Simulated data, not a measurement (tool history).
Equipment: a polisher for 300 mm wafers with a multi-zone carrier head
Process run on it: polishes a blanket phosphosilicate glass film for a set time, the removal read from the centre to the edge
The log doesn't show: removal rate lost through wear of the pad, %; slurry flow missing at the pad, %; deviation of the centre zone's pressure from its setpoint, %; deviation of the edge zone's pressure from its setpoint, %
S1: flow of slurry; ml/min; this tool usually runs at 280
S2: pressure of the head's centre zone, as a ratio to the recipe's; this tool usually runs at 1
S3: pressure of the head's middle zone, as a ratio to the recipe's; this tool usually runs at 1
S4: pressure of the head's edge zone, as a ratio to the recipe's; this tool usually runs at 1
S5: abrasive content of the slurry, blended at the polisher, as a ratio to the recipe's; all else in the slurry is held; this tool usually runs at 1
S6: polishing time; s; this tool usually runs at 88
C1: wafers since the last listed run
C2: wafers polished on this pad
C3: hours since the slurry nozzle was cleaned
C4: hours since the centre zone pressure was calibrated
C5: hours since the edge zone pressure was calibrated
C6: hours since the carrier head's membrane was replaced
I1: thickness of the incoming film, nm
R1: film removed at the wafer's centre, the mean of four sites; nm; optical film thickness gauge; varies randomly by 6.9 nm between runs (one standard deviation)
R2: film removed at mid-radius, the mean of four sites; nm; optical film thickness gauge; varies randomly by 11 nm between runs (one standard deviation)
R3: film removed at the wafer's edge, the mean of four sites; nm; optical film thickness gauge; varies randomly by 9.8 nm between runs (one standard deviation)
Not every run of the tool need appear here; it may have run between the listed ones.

run,hour,S1,S2,S3,S4,S5,S6,C1,C2,C3,C4,C5,C6,I1,R1,R2,R3
1,0,280,1.03,1,1,1,88,0,610,402,9.9,938.1,530.5,3647,823.8,793.2,805.2
2,32.4,280,1,1,1,1,88,248,858,434.4,42.3,970.5,562.9,3616.6,774.7,794.5,796.7
3,67.5,280,1,1,1,1,88,269,1128,469.5,77.4,1005.6,598,3643.1,765.4,783.1,781.8
4,101.9,280,1,1,1,1,88,263,1391,503.9,111.8,1040,632.4,3666.3,740.6,745.3,752.7
# hour 107.7: worn pad replaced by a new one
5,131.6,280,0.9,0.88,1.11,1,88,197,183,533.6,141.5,1069.7,662.1,3641.6,711.2,739.3,840.2
# hour 137.7: edge zone pressure recalibrated
6,148.2,280,1,1,1,1,88,111,295,550.2,158.1,10.5,678.7,3653.6,797.9,783.8,808.3
# hour 159.6: carrier head's membrane replaced by a new one
7,162.6,280,1,1,1,1,88,72,367,564.6,172.5,24.9,3,3646.5,795,802.5,812.8
8,177.1,345,1,1,1.09,1,74,111,478,579.1,187,39.4,17.5,3653.5,683.8,689.8,724.2
# hour 204.1: slurry nozzle cleaned
9,212.9,335,0.94,1,0.88,1,115,266,745,8.8,222.8,75.2,53.3,3613.9,965.2,1050.1,996.4
10,230,280,1,1,1,1,88,131,876,25.9,239.9,92.3,70.4,3639.4,763.9,777.7,775.1
# hour 258.3: worn pad replaced by a new one
11,258.8,250,1,1,1,1,88,190,3,54.7,268.7,121.1,99.2,3584.6,780.2,808.9,786.6
12,268.8,280,0.92,1,1,1.15,88,76,80,64.7,278.7,131.1,109.2,3668.5,776,878,884.6
13,290.3,340,1,1,1,1,88,164,245,86.2,300.2,152.6,130.7,3703,788.9,813,827.4
14,302.8,280,1.09,1,1,1,61,95,341,98.7,312.7,165.1,143.2,3574.4,593.7,553.9,566.8
15,331.7,280,1,1,1,1,88,221,562,127.6,341.6,194,172.1,3675.7,771.5,804.8,810.4
16,355.2,280,1,1,1,1,88,180,742,151.1,365.1,217.5,195.6,3651.4,764.3,804.1,802.6
17,386.4,280,1,1,1,1.2,104,239,982,182.3,396.3,248.7,226.8,3670.4,967.6,1038.9,1010.9
18,401.2,280,1,1,1,1,75,113,1095,197.1,411.1,263.5,241.6,3602.3,634.7,639.8,663.2
19,421.7,255,0.89,1,1,1,88,157,1252,217.6,431.6,284,262.1,3605.3,643.2,752.8,762.5
# hour 433: worn pad replaced by a new one
20,438.3,190,1,1.09,1,1.15,88,96,40,234.2,448.2,300.6,278.7,3584.3,788,862.8,848.5

What if the next run were any one of these 5? Each begins from the tool's condition after run 20:
A,438.7,280,1,1,1,1,88,3,44,234.6,448.6,301,279.1,3656.1,?,?,?
B,438.7,280,1,1,1,1,98,3,44,234.6,448.6,301,279.1,3656.1,?,?,?
C,438.7,280,1,1,1.09,0.7,88,3,44,234.6,448.6,301,279.1,3656.1,?,?,?
D,438.7,280,1,1,1,1.1,62,3,44,234.6,448.6,301,279.1,3656.1,?,?,?
E,438.7,280,1.04,1,1,1,88,3,44,234.6,448.6,301,279.1,3656.1,?,?,?

run,R1,R2,R3
A,768.4,800.2,790.9
B,855.8,891.1,880.8
C,618.8,644.3,664
D,568.2,591.7,584.8
E,799.2,800,790.9
Had the tool no hidden state, the same runs would have come out as:
run,R1,R2,R3
A,815,814.2,804.9
B,907.6,906.7,896.4
C,656.3,655.6,675.7
D,602.6,602,595.1
E,847.5,814,804.9

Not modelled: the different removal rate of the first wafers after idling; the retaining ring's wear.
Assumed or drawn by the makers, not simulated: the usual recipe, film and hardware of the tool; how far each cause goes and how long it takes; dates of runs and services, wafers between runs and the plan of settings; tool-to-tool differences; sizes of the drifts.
